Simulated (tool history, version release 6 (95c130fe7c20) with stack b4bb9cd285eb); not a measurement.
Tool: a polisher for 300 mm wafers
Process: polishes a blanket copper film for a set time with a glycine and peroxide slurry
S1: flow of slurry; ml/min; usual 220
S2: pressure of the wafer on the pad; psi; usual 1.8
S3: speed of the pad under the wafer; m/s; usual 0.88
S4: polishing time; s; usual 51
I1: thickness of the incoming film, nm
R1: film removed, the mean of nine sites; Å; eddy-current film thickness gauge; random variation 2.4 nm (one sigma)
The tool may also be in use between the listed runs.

{"run": 1, "hour": 0.0, "S1": 220, "S2": 1.8, "S3": 0.7, "S4": 51, "I1": 2295.9, "R1": 1367}
{"run": 2, "hour": 32.1, "S1": 220, "S2": 1.8, "S3": 0.7, "S4": 51, "I1": 2309.5, "R1": 1352}
{"run": 3, "hour": 50.1, "S1": 220, "S2": 1.8, "S3": 0.88, "S4": 51, "I1": 2321.8, "R1": 1584}
{"hour": 60.5, "done": "worn pad replaced by a new one"}
{"run": 4, "hour": 72.3, "S1": 220, "S2": 1.8, "S3": 0.88, "S4": 51, "I1": 2271.2, "R1": 1605}
{"run": 5, "hour": 101.9, "S1": 220, "S2": 1.8, "S3": 0.88, "S4": 51, "I1": 2268.6, "R1": 1635}
{"run": 6, "hour": 136.5, "S1": 220, "S2": 1.8, "S3": 0.88, "S4": 51, "I1": 2298.2, "R1": 1591}
{"hour": 176.6, "done": "head pressure recalibrated"}
{"run": 7, "hour": 232.0, "S1": 220, "S2": 2.2, "S3": 0.88, "S4": 51, "I1": 2297.2, "R1": 1836}
{"run": 8, "hour": 254.0, "S1": 220, "S2": 2.2, "S3": 0.88, "S4": 51, "I1": 2300, "R1": 1793}
{"run": 9, "hour": 267.5, "S1": 250, "S2": 1.8, "S3": 0.88, "S4": 51, "I1": 2325.3, "R1": 1615}
{"hour": 279.7, "done": "worn pad replaced by a new one"}
{"run": 10, "hour": 281.8, "S1": 250, "S2": 1.8, "S3": 0.88, "S4": 51, "I1": 2306.9, "R1": 1651}
{"run": 11, "hour": 300.0, "S1": 250, "S2": 1.8, "S3": 0.88, "S4": 51, "I1": 2270.9, "R1": 1689}
{"run": 12, "hour": 341.7, "S1": 220, "S2": 1.8, "S3": 0.88, "S4": 58, "I1": 2286.7, "R1": 1878}
{"run": 13, "hour": 376.0, "S1": 220, "S2": 1.8, "S3": 0.88, "S4": 58, "I1": 2272.3, "R1": 1867}
{"run": 14, "hour": 395.8, "S1": 220, "S2": 1.7, "S3": 0.88, "S4": 51, "I1": 2312.3, "R1": 1549}
{"run": 15, "hour": 428.3, "S1": 220, "S2": 1.8, "S3": 0.88, "S4": 51, "I1": 2300.4, "R1": 1572}
{"run": 16, "hour": 452.4, "S1": 220, "S2": 1.8, "S3": 0.88, "S4": 51, "I1": 2288.5, "R1": 1605}
{"run": 17, "hour": 474.0, "S1": 220, "S2": 1.8, "S3": 0.88, "S4": 51, "I1": 2305.8, "R1": 1590}
{"run": 18, "hour": 492.9, "S1": 220, "S2": 1.8, "S3": 0.88, "S4": 51, "I1": 2272.5, "R1": 1578}
{"run": 19, "hour": 514.6, "S1": 220, "S2": 1.8, "S3": 0.88, "S4": 66, "I1": 2319.3, "R1": 2000}
{"run": 20, "hour": 527.9, "S1": 220, "S2": 1.4, "S3": 0.88, "S4": 51, "I1": 2293.1, "R1": 1318}
{"hour": 537.4, "done": "worn pad replaced by a new one"}
{"run": 21, "hour": 562.3, "S1": 220, "S2": 2, "S3": 0.88, "S4": 51, "I1": 2302.3, "R1": 1766}
{"run": 22, "hour": 597.3, "S1": 290, "S2": 1.5, "S3": 0.88, "S4": 41, "I1": 2287, "R1": 1203}
{"run": 23, "hour": 612.1, "S1": 220, "S2": 2.2, "S3": 0.88, "S4": 56, "I1": 2331.9, "R1": 2100}
{"run": 24, "hour": 629.6, "S1": 185, "S2": 2, "S3": 0.88, "S4": 46, "I1": 2329.8, "R1": 1526}
{"run": 25, "hour": 664.0, "S1": 190, "S2": 1.8, "S3": 0.72, "S4": 56, "I1": 2302.5, "R1": 1482}
{"run": 26, "hour": 699.2, "S1": 220, "S2": 1.8, "S3": 0.88, "S4": 51, "I1": 2292, "R1": 1648}
{"run": 27, "hour": 720.6, "S1": 220, "S2": 1.8, "S3": 0.88, "S4": 51, "I1": 2322.2, "R1": 1588}
{"run": 28, "hour": 733.8, "S1": 220, "S2": 1.8, "S3": 0.88, "S4": 51, "I1": 2323.1, "R1": 1571}
{"hour": 745.8, "done": "slurry nozzle cleaned"}
{"run": 29, "hour": 747.1, "S1": 295, "S2": 1.6, "S3": 0.68, "S4": 33, "I1": 2336.4, "R1": 815}
{"run": 30, "hour": 763.9, "S1": 265, "S2": 1.8, "S3": 0.88, "S4": 43, "I1": 2269.6, "R1": 1317}
{"hour": 781.5, "done": "worn pad replaced by a new one"}
{"run": 31, "hour": 782.0, "S1": 160, "S2": 2, "S3": 0.88, "S4": 43, "I1": 2307.4, "R1": 1424}
{"run": 32, "hour": 840.7, "S1": 245, "S2": 1.8, "S3": 0.88, "S4": 51, "I1": 2305.9, "R1": 1688}
{"run": 33, "hour": 870.9, "S1": 150, "S2": 1.5, "S3": 0.88, "S4": 39, "I1": 2297.2, "R1": 1045}
{"run": 34, "hour": 891.8, "S1": 220, "S2": 1.8, "S3": 0.88, "S4": 51, "I1": 2298.1, "R1": 1649}
{"run": 35, "hour": 914.6, "S1": 290, "S2": 1.5, "S3": 0.88, "S4": 41, "I1": 2297.6, "R1": 1180}
{"run": 36, "hour": 948.0, "S1": 220, "S2": 2.2, "S3": 0.88, "S4": 51, "I1": 2361.2, "R1": 1848}
{"run": 37, "hour": 970.4, "S1": 220, "S2": 1.8, "S3": 0.96, "S4": 51, "I1": 2344.5, "R1": 1649}
{"run": 38, "hour": 1003.5, "S1": 150, "S2": 1.4, "S3": 1.1, "S4": 43, "I1": 2320.3, "R1": 1268}

What the log doesn't show, run by run:
slurry flow missing at the pad, %: 0 in every run
deviation of the head's pressure from its setpoint, %: 0 in every run
H1: removal rate lost through wear of the pad, %
run=1 H1=2.92
run=2 H1=4.12
run=3 H1=4.89
run=4 H1=0.783
run=5 H1=0.948
run=6 H1=1.37
run=7 H1=3.85
run=8 H1=4.69
run=9 H1=5.26
run=10 H1=0.232
run=11 H1=0.275
run=12 H1=0.634
run=13 H1=1.2
run=14 H1=1.64
run=15 H1=2.55
run=16 H1=3.36
run=17 H1=4.19
run=18 H1=4.99
run=19 H1=6.01
run=20 H1=6.68
run=21 H1=0.883
run=22 H1=1.19
run=23 H1=1.4
run=24 H1=1.71
run=25 H1=2.5
run=26 H1=3.56
run=27 H1=4.33
run=28 H1=4.86
run=29 H1=5.42
run=30 H1=6.19
run=31 H1=0.0685
run=32 H1=0.435
run=33 H1=0.905
run=34 H1=1.34
run=35 H1=1.92
run=36 H1=2.97
run=37 H1=3.8
run=38 H1=5.23

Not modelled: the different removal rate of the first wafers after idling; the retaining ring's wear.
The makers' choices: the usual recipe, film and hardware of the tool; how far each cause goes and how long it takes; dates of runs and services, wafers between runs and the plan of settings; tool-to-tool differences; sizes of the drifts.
